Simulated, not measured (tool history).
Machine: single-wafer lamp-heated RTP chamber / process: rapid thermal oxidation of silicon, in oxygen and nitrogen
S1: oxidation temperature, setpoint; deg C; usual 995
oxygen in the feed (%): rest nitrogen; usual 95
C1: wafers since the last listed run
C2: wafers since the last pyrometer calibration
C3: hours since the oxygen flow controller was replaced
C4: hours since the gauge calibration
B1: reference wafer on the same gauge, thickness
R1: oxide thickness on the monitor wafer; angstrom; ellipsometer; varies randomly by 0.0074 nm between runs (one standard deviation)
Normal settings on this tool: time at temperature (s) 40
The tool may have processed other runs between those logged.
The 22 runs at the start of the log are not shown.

{"hour": 569.5, "done": "pyrometer window cleaned and pyrometer calibrated"}
{"run": 23, "hour": 573.0, "S1": 995, "time at temperature (s)": 40, "oxygen in the feed (%)": 95, "C1": 110, "C2": 27, "C3": 66.5, "C4": 245.5, "B1": 5.631, "R1": 49.18}
{"run": 24, "hour": 591.7, "S1": 987, "time at temperature (s)": 49, "oxygen in the feed (%)": 66, "C1": 148, "C2": 176, "C3": 85.2, "C4": 264.2, "B1": 5.629, "R1": 44.83}
{"run": 25, "hour": 621.4, "S1": 975, "time at temperature (s)": 49, "oxygen in the feed (%)": 72, "C1": 236, "C2": 413, "C3": 114.9, "C4": 293.9, "B1": 5.631, "R1": 42.52}
{"run": 26, "hour": 640.1, "S1": 995, "time at temperature (s)": 40, "oxygen in the feed (%)": 95, "C1": 148, "C2": 562, "C3": 133.6, "C4": 312.6, "B1": 5.629, "R1": 49.21}
{"run": 27, "hour": 732.3, "S1": 1014, "time at temperature (s)": 40, "oxygen in the feed (%)": 79, "C1": 734, "C2": 1296, "C3": 225.8, "C4": 404.8, "B1": 5.633, "R1": 53.16}
{"run": 28, "hour": 765.2, "S1": 995, "time at temperature (s)": 24, "oxygen in the feed (%)": 73, "C1": 262, "C2": 1558, "C3": 258.7, "C4": 437.7, "B1": 5.628, "R1": 37.22}
{"run": 29, "hour": 780.8, "S1": 973, "time at temperature (s)": 28, "oxygen in the feed (%)": 71, "C1": 124, "C2": 1683, "C3": 274.3, "C4": 453.3, "B1": 5.633, "R1": 34.06}
{"run": 30, "hour": 795.4, "S1": 995, "time at temperature (s)": 40, "oxygen in the feed (%)": 71, "C1": 116, "C2": 1799, "C3": 288.9, "C4": 467.9, "B1": 5.63, "R1": 44.87}
{"run": 31, "hour": 827.1, "S1": 1023, "time at temperature (s)": 40, "oxygen in the feed (%)": 95, "C1": 252, "C2": 2052, "C3": 320.6, "C4": 499.6, "B1": 5.63, "R1": 60.69}
{"run": 32, "hour": 857.6, "S1": 995, "time at temperature (s)": 40, "oxygen in the feed (%)": 95, "C1": 242, "C2": 2294, "C3": 351.1, "C4": 530.1, "B1": 5.634, "R1": 49.74}
{"run": 33, "hour": 875.0, "S1": 995, "time at temperature (s)": 32, "oxygen in the feed (%)": 68, "C1": 138, "C2": 2433, "C3": 368.5, "C4": 547.5, "B1": 5.629, "R1": 40.75}
{"run": 34, "hour": 906.5, "S1": 995, "time at temperature (s)": 33, "oxygen in the feed (%)": 95, "C1": 250, "C2": 2684, "C3": 400.0, "C4": 579.0, "B1": 5.629, "R1": 45.98}
{"run": 35, "hour": 926.2, "S1": 995, "time at temperature (s)": 51, "oxygen in the feed (%)": 98, "C1": 156, "C2": 2841, "C3": 419.7, "C4": 598.7, "B1": 5.632, "R1": 55.82}
{"run": 36, "hour": 958.4, "S1": 976, "time at temperature (s)": 57, "oxygen in the feed (%)": 98, "C1": 256, "C2": 3097, "C3": 451.9, "C4": 630.9, "B1": 5.636, "R1": 51.04}
{"run": 37, "hour": 976.2, "S1": 970, "time at temperature (s)": 40, "oxygen in the feed (%)": 98, "C1": 141, "C2": 3239, "C3": 469.7, "C4": 648.7, "B1": 5.629, "R1": 42.32}

Forecast each of these 5 alternatives for the next run:
{"run": "A", "hour": 976.7, "S1": 995, "time at temperature (s)": 40, "oxygen in the feed (%)": 98, "C1": 3, "C2": 3243, "C3": 470.2, "C4": 649.2, "B1": "?", "R1": "?"}
{"run": "B", "hour": 976.7, "S1": 1025, "time at temperature (s)": 52, "oxygen in the feed (%)": 75, "C1": 3, "C2": 3243, "C3": 470.2, "C4": 649.2, "B1": "?", "R1": "?"}
{"run": "C", "hour": 976.7, "S1": 986, "time at temperature (s)": 40, "oxygen in the feed (%)": 95, "C1": 3, "C2": 3243, "C3": 470.2, "C4": 649.2, "B1": "?", "R1": "?"}
{"run": "D", "hour": 976.7, "S1": 995, "time at temperature (s)": 57, "oxygen in the feed (%)": 98, "C1": 3, "C2": 3243, "C3": 470.2, "C4": 649.2, "B1": "?", "R1": "?"}
{"run": "E", "hour": 976.7, "S1": 980, "time at temperature (s)": 40, "oxygen in the feed (%)": 71, "C1": 3, "C2": 3243, "C3": 470.2, "C4": 649.2, "B1": "?", "R1": "?"}

run=A B1=5.624 R1=50.42
run=B B1=5.624 R1=63.68
run=C B1=5.624 R1=46.81
run=D B1=5.624 R1=58.70
run=E B1=5.624 R1=40.94
What these runs would have given with no unlogged condition in the tool:
run=A R1=49.52
run=B R1=62.56
run=C R1=45.98
run=D R1=57.63
run=E R1=40.26

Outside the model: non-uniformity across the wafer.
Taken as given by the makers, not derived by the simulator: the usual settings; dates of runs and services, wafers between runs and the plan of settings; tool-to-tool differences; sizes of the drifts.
